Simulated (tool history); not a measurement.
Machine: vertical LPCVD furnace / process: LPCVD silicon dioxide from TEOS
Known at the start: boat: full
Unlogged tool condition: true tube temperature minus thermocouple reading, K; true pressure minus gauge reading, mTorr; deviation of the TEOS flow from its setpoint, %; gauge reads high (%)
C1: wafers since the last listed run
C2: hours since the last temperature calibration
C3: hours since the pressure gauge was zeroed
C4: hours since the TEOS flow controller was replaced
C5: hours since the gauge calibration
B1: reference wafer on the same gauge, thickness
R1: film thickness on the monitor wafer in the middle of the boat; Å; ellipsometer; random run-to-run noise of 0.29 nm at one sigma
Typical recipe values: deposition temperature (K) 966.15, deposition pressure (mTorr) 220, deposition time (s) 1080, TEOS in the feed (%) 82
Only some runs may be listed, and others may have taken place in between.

Run 1, hour 0: usual settings; C1 0; C2 3063.2; C3 2708.8; C4 3538.9; C5 472; B1 78.8. Result: R1 963.4 Å.
Run 2, hour 93.6: usual settings but deposition time (s) 1290; C1 1762; C2 3156.8; C3 2802.4; C4 3632.5; C5 565.6; B1 78.79. Result: R1 1150.8 Å.
Run 3, hour 134.1: usual settings; C1 762; C2 3197.3; C3 2842.9; C4 3673; C5 606.1; B1 78.75. Result: R1 963.9 Å.
Run 4, hour 185.2: usual settings; C1 962; C2 3248.4; C3 2894; C4 3724.1; C5 657.2; B1 78.78. Result: R1 957.2 Å.
Run 5, hour 282.8: usual settings; C1 1837; C2 3346; C3 2991.6; C4 3821.7; C5 754.8; B1 78.82. Result: R1 960.3 Å.
Run 6, hour 353.9: usual settings but deposition time (s) 810, TEOS in the feed (%) 73; C1 1338; C2 3417.1; C3 3062.7; C4 3892.8; C5 825.9; B1 78.7. Result: R1 681 Å.
Run 7, hour 432.7: usual settings but deposition time (s) 810, TEOS in the feed (%) 73; C1 1483; C2 3495.9; C3 3141.5; C4 3971.6; C5 904.7; B1 78.77. Result: R1 682.3 Å.
Run 8, hour 497.4: usual settings but deposition time (s) 810, TEOS in the feed (%) 73; C1 1218; C2 3560.6; C3 3206.2; C4 4036.3; C5 969.4; B1 78.83. Result: R1 679.3 Å.
Run 9, hour 576: usual settings but deposition time (s) 1260; C1 1479; C2 3639.2; C3 3284.8; C4 4114.9; C5 1048; B1 78.8. Result: R1 1128.7 Å.
Run 10, hour 636.8: usual settings but deposition time (s) 1260; C1 1144; C2 3700; C3 3345.6; C4 4175.7; C5 1108.8; B1 78.87. Result: R1 1127 Å.
Run 11, hour 678.9: usual settings but deposition time (s) 1260; C1 792; C2 3742.1; C3 3387.7; C4 4217.8; C5 1150.9; B1 78.82. Result: R1 1122.5 Å.
Run 12, hour 725.1: usual settings but deposition temperature (K) 972.15; C1 869; C2 3788.3; C3 3433.9; C4 4264; C5 1197.1; B1 78.75. Result: R1 1110.1 Å.
Run 13, hour 777.7: usual settings but deposition time (s) 1440, TEOS in the feed (%) 95; C1 990; C2 3840.9; C3 3486.5; C4 4316.6; C5 1249.7; B1 78.8. Result: R1 1381.6 Å.
At hour 784: gauge calibrated.
At hour 843.7: TEOS flow controller replaced.
Run 14, hour 977.2: usual settings; C1 3304; C2 4040.4; C3 3686; C4 133.5; C5 193.2; B1 78.81. Result: R1 964.3 Å.
Run 15, hour 1029.3: usual settings but deposition pressure (mTorr) 205; C1 980; C2 4092.5; C3 3738.1; C4 185.6; C5 245.3; B1 78.79. Result: R1 927 Å.
At hour 1105.9: thermocouples replaced and temperature profile calibrated.
Run 16, hour 1113.9: usual settings; C1 1141; C2 8; C3 3822.7; C4 270.2; C5 329.9; B1 78.88. Result: R1 962.2 Å.
Run 17, hour 1207.5: usual settings but deposition pressure (mTorr) 255, TEOS in the feed (%) 94; C1 1762; C2 101.6; C3 3916.3; C4 363.8; C5 423.5; B1 78.8. Result: R1 1113.3 Å.
Run 18, hour 1285.6: usual settings but deposition pressure (mTorr) 205, deposition time (s) 750, TEOS in the feed (%) 95; C1 1470; C2 179.7; C3 3994.4; C4 441.9; C5 501.6; B1 78.79. Result: R1 695.1 Å.
At hour 1344.9: pressure gauge zeroed.
Run 19, hour 1345.4: usual settings; C1 674; C2 239.5; C3 0.5; C4 501.7; C5 561.4; B1 78.82. Result: R1 959.9 Å.
Run 20, hour 1420: usual settings but deposition temperature (K) 957.15, TEOS in the feed (%) 67; C1 1404; C2 314.1; C3 75.1; C4 576.3; C5 636; B1 78.75. Result: R1 702.2 Å.
Run 21, hour 1493.9: usual settings but deposition time (s) 1290; C1 1391; C2 388; C3 149; C4 650.2; C5 709.9; B1 78.75. Result: R1 1147.9 Å.
Run 22, hour 1543.3: usual settings but deposition temperature (K) 957.15, deposition time (s) 960; C1 930; C2 437.4; C3 198.4; C4 699.6; C5 759.3; B1 78.76. Result: R1 688.9 Å.
Run 23, hour 1618.2: usual settings but deposition time (s) 1500; C1 1410; C2 512.3; C3 273.3; C4 774.5; C5 834.2; B1 78.8. Result: R1 1340.9 Å.
Run 24, hour 1723.3: usual settings but deposition temperature (K) 954.15, deposition pressure (mTorr) 200; C1 1978; C2 617.4; C3 378.4; C4 879.6; C5 939.3; B1 78.77. Result: R1 692.4 Å.
Run 25, hour 1759.4: usual settings but deposition time (s) 780, TEOS in the feed (%) 75; C1 679; C2 653.5; C3 414.5; C4 915.7; C5 975.4; B1 78.8. Result: R1 666.1 Å.

Predict each of these 3 candidate next runs independently; none follows another, all start after run 25:
Run A, hour 1763.9: usual settings but TEOS in the feed (%) 68; C1 84; C2 658; C3 419; C4 920.2; C5 979.9; B1 ?. Result: R1 ?.
Run B, hour 1763.9: usual settings but deposition time (s) 900; C1 84; C2 658; C3 419; C4 920.2; C5 979.9; B1 ?. Result: R1 ?.
Run C, hour 1763.9: usual settings but deposition temperature (K) 957.15, deposition pressure (mTorr) 205, TEOS in the feed (%) 68; C1 84; C2 658; C3 419; C4 920.2; C5 979.9; B1 ?. Result: R1 ?.

run     B1     R1
  A  78.84  878.6
  B  78.84    804
  C  78.84  684.4
Without the tool's unlogged condition, the same runs would have read:
run     R1
  A  878.6
  B    804
  C  684.4
